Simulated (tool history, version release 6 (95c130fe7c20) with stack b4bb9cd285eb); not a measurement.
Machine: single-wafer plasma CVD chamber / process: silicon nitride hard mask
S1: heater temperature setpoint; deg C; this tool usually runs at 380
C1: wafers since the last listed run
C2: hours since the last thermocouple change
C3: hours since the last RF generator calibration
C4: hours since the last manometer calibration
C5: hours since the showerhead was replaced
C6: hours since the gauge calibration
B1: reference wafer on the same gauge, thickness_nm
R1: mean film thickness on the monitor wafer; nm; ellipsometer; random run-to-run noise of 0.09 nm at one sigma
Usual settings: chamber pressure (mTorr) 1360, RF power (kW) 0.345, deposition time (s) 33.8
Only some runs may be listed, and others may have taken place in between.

Run 1, hour 0: usual settings; C1 0; C2 2723.4; C3 376.4; C4 1328.2; C5 5464.8; C6 649.2; B1 50.808. Result: R1 45.204 nm.
Run 2, hour 95.6: usual settings; C1 1851; C2 2819; C3 472; C4 1423.8; C5 5560.4; C6 744.8; B1 50.815. Result: R1 45.089 nm.
Run 3, hour 190.3: usual settings; C1 1834; C2 2913.7; C3 566.7; C4 1518.5; C5 5655.1; C6 839.5; B1 50.775. Result: R1 45.318 nm.
At hour 237.7: gauge calibrated.
Run 4, hour 263.7: usual settings; C1 1421; C2 2987.1; C3 640.1; C4 1591.9; C5 5728.5; C6 26; B1 50.75. Result: R1 45.042 nm.
At hour 301.2: capacitance manometer re-zeroed and calibrated.
Run 5, hour 301.7: usual settings; C1 581; C2 3025.1; C3 678.1; C4 0.5; C5 5766.5; C6 64; B1 50.786. Result: R1 45.555 nm.
Run 6, hour 319.5: usual settings; C1 344; C2 3042.9; C3 695.9; C4 18.3; C5 5784.3; C6 81.8; B1 50.779. Result: R1 45.589 nm.
Run 7, hour 339.3: usual settings but chamber pressure (mTorr) 1180; C1 383; C2 3062.7; C3 715.7; C4 38.1; C5 5804.1; C6 101.6; B1 50.81. Result: R1 43.652 nm.
Run 8, hour 358.9: usual settings but chamber pressure (mTorr) 1180; C1 379; C2 3082.3; C3 735.3; C4 57.7; C5 5823.7; C6 121.2; B1 50.802. Result: R1 43.626 nm.
Run 9, hour 379.6: usual settings but chamber pressure (mTorr) 1180; C1 400; C2 3103; C3 756; C4 78.4; C5 5844.4; C6 141.9; B1 50.826. Result: R1 43.704 nm.
Run 10, hour 412.9: usual settings but RF power (kW) 0.31; C1 645; C2 3136.3; C3 789.3; C4 111.7; C5 5877.7; C6 175.2; B1 50.772. Result: R1 42.074 nm.
At hour 436.2: capacitance manometer re-zeroed and calibrated, repeated, since the last time left the tool worse.
Run 11, hour 436.7: usual settings but RF power (kW) 0.31; C1 306; C2 3160.1; C3 813.1; C4 0.5; C5 5901.5; C6 199; B1 50.776. Result: R1 40.661 nm.
Run 12, hour 455.6: usual settings; C1 366; C2 3179; C3 832; C4 19.4; C5 5920.4; C6 217.9; B1 50.792. Result: R1 44.47 nm.
Run 13, hour 488.4: usual settings; C1 635; C2 3211.8; C3 864.8; C4 52.2; C5 5953.2; C6 250.7; B1 50.792. Result: R1 44.35 nm.
At hour 504.6: RF generator calibrated.
At hour 504.8: thermocouple changed; heater temperature recalibrated.
Run 14, hour 522.7: usual settings but S1 393 deg C, chamber pressure (mTorr) 1030, deposition time (s) 29; C1 504; C2 17.9; C3 18.1; C4 86.5; C5 5987.5; C6 285; B1 50.779. Result: R1 34.385 nm.
Run 15, hour 553.1: usual settings but RF power (kW) 0.385; C1 588; C2 48.3; C3 48.5; C4 116.9; C5 6017.9; C6 315.4; B1 50.835. Result: R1 48.159 nm.
At hour 561.1: showerhead replaced.
Run 16, hour 573.9: usual settings but S1 375 deg C, deposition time (s) 30.8; C1 248; C2 69.1; C3 69.3; C4 137.7; C5 12.8; C6 336.2; B1 50.832. Result: R1 40.44 nm.
Run 17, hour 592.2: usual settings but S1 369 deg C, chamber pressure (mTorr) 1220, deposition time (s) 31; C1 354; C2 87.4; C3 87.6; C4 156; C5 31.1; C6 354.5; B1 50.821. Result: R1 39.334 nm.
Run 18, hour 679: usual settings but RF power (kW) 0.405, deposition time (s) 28.4; C1 1681; C2 174.2; C3 174.4; C4 242.8; C5 117.9; C6 441.3; B1 50.819. Result: R1 41.798 nm.
Run 19, hour 714.9: usual settings but chamber pressure (mTorr) 1210; C1 695; C2 210.1; C3 210.3; C4 278.7; C5 153.8; C6 477.2; B1 50.832. Result: R1 42.819 nm.
Run 20, hour 743.7: usual settings but chamber pressure (mTorr) 1550; C1 557; C2 238.9; C3 239.1; C4 307.5; C5 182.6; C6 506; B1 50.8. Result: R1 46.529 nm.
Run 21, hour 760: usual settings but RF power (kW) 0.395, deposition time (s) 36; C1 315; C2 255.2; C3 255.4; C4 323.8; C5 198.9; C6 522.3; B1 50.775. Result: R1 52.313 nm.
Run 22, hour 785.6: usual settings but S1 366 deg C, chamber pressure (mTorr) 1690, RF power (kW) 0.39, deposition time (s) 28.7; C1 495; C2 280.8; C3 281; C4 349.4; C5 224.5; C6 547.9; B1 50.833. Result: R1 44.336 nm.

Alternative continuations, all from the tool just after run 22; predict every row:
Run A, hour 786: usual settings but RF power (kW) 0.28; C1 7; C2 281.2; C3 281.4; C4 349.8; C5 224.9; C6 548.3; B1 ?. Result: R1 ?.
Run B, hour 786: usual settings but S1 393 deg C, RF power (kW) 0.395; C1 7; C2 281.2; C3 281.4; C4 349.8; C5 224.9; C6 548.3; B1 ?. Result: R1 ?.
Run C, hour 786: usual settings but S1 388 deg C, chamber pressure (mTorr) 1610, RF power (kW) 0.28, deposition time (s) 40.5; C1 7; C2 281.2; C3 281.4; C4 349.8; C5 224.9; C6 548.3; B1 ?. Result: R1 ?.
Run D, hour 786: usual settings but deposition time (s) 31.2; C1 7; C2 281.2; C3 281.4; C4 349.8; C5 224.9; C6 548.3; B1 ?. Result: R1 ?.
Run E, hour 786: usual settings but S1 366 deg C, chamber pressure (mTorr) 1640, deposition time (s) 37.3; C1 7; C2 281.2; C3 281.4; C4 349.8; C5 224.9; C6 548.3; B1 ?. Result: R1 ?.

run      B1      R1
  A  50.791  37.756
  B  50.791  48.874
  C  50.791   47.54
  D  50.791  41.148
  E  50.791    52.4
Stripped of hidden state, with their random variation kept, the same runs would have yielded:
run      R1
  A  37.587
  B  48.656
  C  47.336
  D  40.964
  E  52.184
